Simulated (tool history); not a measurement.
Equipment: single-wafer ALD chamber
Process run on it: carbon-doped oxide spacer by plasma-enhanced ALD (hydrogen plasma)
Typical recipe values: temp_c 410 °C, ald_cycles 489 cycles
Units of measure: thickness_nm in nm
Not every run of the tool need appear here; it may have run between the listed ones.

run	hour	temp_c	ald_cycles	read-back reference wafer on the same gauge, thickness_nm	thickness_nm
1	0.0	410	489	25.339	23.588
2	88.6	410	489	25.286	23.422
3	194.0	410	489	25.176	23.434
4	246.8	410	489	25.151	23.414
# hour 265.9: gauge calibrated
5	320.7	410	489	25.808	23.938
6	418.2	410	489	25.820	23.958
7	480.2	410	489	25.788	23.942
8	593.9	410	489	25.778	23.906
9	636.0	410	489	25.774	23.919
10	741.2	410	489	25.732	23.857
11	783.5	410	489	25.727	23.807
12	819.8	410	489	25.727	23.915
13	921.3	410	520	25.692	25.342
14	981.2	410	520	25.666	25.371
15	1089.1	410	520	25.596	25.208
16	1151.3	419	542	25.569	25.465
17	1221.0	410	415	25.526	20.126
18	1282.8	410	489	25.483	23.631
19	1321.4	415	576	25.459	27.378
20	1413.4	396	570	25.403	28.344
21	1503.3	424	418	25.336	19.040
# hour 1506.9: gauge calibrated
22	1546.0	418	425	25.705	20.123
# hour 1622.7: thermocouple changed; heater temperature recalibrated
23	1623.2	410	401	25.692	19.488
24	1707.6	410	489	25.688	23.700
25	1808.3	410	489	25.687	23.842
26	1875.5	405	549	25.646	27.079
27	1926.5	410	489	25.627	23.721
28	1989.1	406	519	25.609	25.685
29	2088.8	403	561	25.564	27.958
30	2183.0	410	489	25.544	23.730
31	2288.4	410	489	25.500	23.670

Below are 4 alternative next runs, each starting from the tool's condition after run 31. Predict each:
A	2289.5	410	433	?	?
B	2289.5	410	428	?	?
C	2289.5	401	489	?	?
D	2289.5	395	523	?	?

run	read-back reference wafer on the same gauge, thickness_nm	thickness_nm
A	25.525	20.967
B	25.525	20.724
C	25.525	24.410
D	25.525	26.108
What these runs would have given with no unlogged condition in the tool:
run	thickness_nm
A	21.133
B	20.889
C	24.605
D	26.315
